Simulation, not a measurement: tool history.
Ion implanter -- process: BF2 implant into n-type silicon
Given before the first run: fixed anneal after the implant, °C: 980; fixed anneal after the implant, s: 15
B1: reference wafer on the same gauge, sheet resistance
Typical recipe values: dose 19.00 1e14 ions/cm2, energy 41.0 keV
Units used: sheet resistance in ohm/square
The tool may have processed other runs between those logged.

Run 1, hour 0.0: usual settings but energy 34.5 keV; B1 134.66. Result: sheet resistance 160.63 ohm/square.
Run 2, hour 68.8: usual settings but energy 34.5 keV; B1 134.89. Result: sheet resistance 159.94 ohm/square.
Run 3, hour 114.6: usual settings; B1 135.09. Result: sheet resistance 144.58 ohm/square.
Run 4, hour 178.7: usual settings; B1 135.16. Result: sheet resistance 145.07 ohm/square.
Run 5, hour 271.6: usual settings; B1 135.46. Result: sheet resistance 145.00 ohm/square.
Run 6, hour 372.1: usual settings but dose 21.73 1e14 ions/cm2, energy 46.0 keV; B1 135.80. Result: sheet resistance 133.82 ohm/square.
Run 7, hour 448.8: usual settings but dose 21.73 1e14 ions/cm2, energy 46.0 keV; B1 136.12. Result: sheet resistance 134.47 ohm/square.
Run 8, hour 503.8: usual settings; B1 136.39. Result: sheet resistance 146.44 ohm/square.
At hour 560.5: gauge calibrated.
At hour 577.9: Faraday cup replaced and dose calibrated.
Run 9, hour 578.3: usual settings but dose 16.50 1e14 ions/cm2, energy 48.0 keV; B1 133.98. Result: sheet resistance 134.35 ohm/square.
At hour 622.2: extraction supply calibrated.
Run 10, hour 669.0: usual settings but dose 15.09 1e14 ions/cm2, energy 32.5 keV; B1 133.97. Result: sheet resistance 169.59 ohm/square.
Run 11, hour 776.9: usual settings but dose 23.80 1e14 ions/cm2, energy 35.5 keV; B1 134.11. Result: sheet resistance 152.40 ohm/square.
Run 12, hour 836.4: usual settings but dose 13.61 1e14 ions/cm2, energy 29.5 keV; B1 134.11. Result: sheet resistance 182.65 ohm/square.
Run 13, hour 933.3: usual settings but dose 22.82 1e14 ions/cm2, energy 45.0 keV; B1 134.29. Result: sheet resistance 133.46 ohm/square.
Run 14, hour 1004.5: usual settings but dose 21.74 1e14 ions/cm2, energy 33.0 keV; B1 134.47. Result: sheet resistance 161.75 ohm/square.
Run 15, hour 1040.8: usual settings but energy 34.5 keV; B1 134.56. Result: sheet resistance 159.52 ohm/square.

5 options for the next run, each taken on its own from the tool as it stands now. Forecast them:
Run A, hour 1041.2: usual settings but energy 50.5 keV; B1 ?. Result: sheet resistance ?.
Run B, hour 1041.2: usual settings but dose 15.77 1e14 ions/cm2, energy 27.0 keV; B1 ?. Result: sheet resistance ?.
Run C, hour 1041.2: usual settings but dose 22.50 1e14 ions/cm2; B1 ?. Result: sheet resistance ?.
Run D, hour 1041.2: usual settings but dose 14.43 1e14 ions/cm2, energy 47.5 keV; B1 ?. Result: sheet resistance ?.
Run E, hour 1041.2: usual settings but dose 23.54 1e14 ions/cm2, energy 46.0 keV; B1 ?. Result: sheet resistance ?.

run      B1  sheet resistance
  A  134.52            126.66
  B  134.52            187.02
  C  134.52            140.77
  D  134.52            137.84
  E  134.52            130.75
With the hidden condition removed and each run's random variation left untouched, the same runs would have given:
run  sheet resistance
  A            126.16
  B            186.28
  C            140.21
  D            137.29
  E            130.23
